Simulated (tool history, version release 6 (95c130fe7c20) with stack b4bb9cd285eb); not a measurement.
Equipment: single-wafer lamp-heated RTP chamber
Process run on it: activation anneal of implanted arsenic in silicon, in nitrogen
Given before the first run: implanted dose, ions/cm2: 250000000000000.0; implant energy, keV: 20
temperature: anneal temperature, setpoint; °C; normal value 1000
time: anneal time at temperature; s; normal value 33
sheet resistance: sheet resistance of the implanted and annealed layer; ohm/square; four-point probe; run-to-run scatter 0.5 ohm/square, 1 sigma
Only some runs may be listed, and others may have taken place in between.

| run | day | temperature | time | wafers since the last listed run | wafers since the last pyrometer calibration | wafers since the reflector plate was cleaned | hours since the gauge calibration | read-back reference wafer on the same gauge, sheet resistance | sheet resistance |
|---|---|---|---|---|---|---|---|---|---|
| 1 | 0 | 984 | 23 | 0 | 2619 | 5667 | 81.5 | 397.13 | 334.23 |
| 2 | 0.862 | 984 | 23 | 161 | 2780 | 5829 | 102.2 | 396.77 | 335.04 |
| 3 | 2.171 | 984 | 23 | 244 | 3025 | 6074 | 133.6 | 396.8 | 334.57 |
| 4 | 3.133 | 1000 | 33 | 180 | 3206 | 6254 | 156.7 | 396.51 | 331.24 |
| 5 | 4.212 | 1000 | 33 | 202 | 3408 | 6456 | 182.6 | 395.87 | 331.16 |
| 6 | 4.862 | 1000 | 33 | 121 | 3529 | 6578 | 198.2 | 395.47 | 331.61 |
| 7 | 6.108 | 1000 | 33 | 233 | 3762 | 6811 | 228.1 | 395.04 | 330.25 |
| 8 | 7.412 | 1000 | 33 | 244 | 4007 | 7055 | 259.4 | 394.14 | 328.24 |
|  | 8.121 | gauge calibrated |
| 9 | 8.738 | 1000 | 40 | 248 | 4255 | 7303 | 14.8 | 397.5 | 330.73 |
| 10 | 9.821 | 1022 | 33 | 202 | 4457 | 7506 | 40.8 | 397.17 | 328.4 |
| 11 | 10.792 | 1000 | 33 | 181 | 4639 | 7688 | 64.1 | 397.69 | 332.15 |
|  | 12.246 | pyrometer window cleaned and pyrometer calibrated |
|  | 12.842 | reflector plate cleaned |
| 12 | 15.217 | 990 | 33 | 703 | 493 | 444 | 170.3 | 396.29 | 332.65 |
| 13 | 16.117 | 981 | 16 | 168 | 662 | 612 | 191.9 | 395.76 | 335.99 |
| 14 | 16.921 | 1000 | 33 | 150 | 812 | 763 | 211.2 | 395.52 | 330.03 |
| 15 | 17.679 | 1012 | 43 | 141 | 954 | 905 | 229.4 | 395.32 | 326.55 |
| 16 | 18.642 | 980 | 50 | 180 | 1135 | 1085 | 252.5 | 394.57 | 329.68 |
| 17 | 19.683 | 975 | 27 | 194 | 1330 | 1280 | 277.5 | 394.08 | 333.41 |

What if the next run were any one of these 5? Each begins from the tool's condition after run 17:
| A | 19.7 | 1000 | 33 | 3 | 1333 | 1283 | 277.9 | ? | ? |
| B | 19.7 | 1029 | 38 | 3 | 1333 | 1283 | 277.9 | ? | ? |
| C | 19.7 | 1020 | 15 | 3 | 1333 | 1283 | 277.9 | ? | ? |
| D | 19.7 | 981 | 33 | 3 | 1333 | 1283 | 277.9 | ? | ? |
| E | 19.7 | 973 | 24 | 3 | 1333 | 1283 | 277.9 | ? | ? |

| run | read-back reference wafer on the same gauge, sheet resistance | sheet resistance |
|---|---|---|
| A | 393.9 | 329.46 |
| B | 393.9 | 324.36 |
| C | 393.9 | 330.96 |
| D | 393.9 | 331.5 |
| E | 393.9 | 333.52 |
Without the tool's hidden state the same runs would have given:
| run | sheet resistance |
|---|---|
| A | 332.05 |
| B | 326.92 |
| C | 333.57 |
| D | 334.11 |
| E | 336.14 |

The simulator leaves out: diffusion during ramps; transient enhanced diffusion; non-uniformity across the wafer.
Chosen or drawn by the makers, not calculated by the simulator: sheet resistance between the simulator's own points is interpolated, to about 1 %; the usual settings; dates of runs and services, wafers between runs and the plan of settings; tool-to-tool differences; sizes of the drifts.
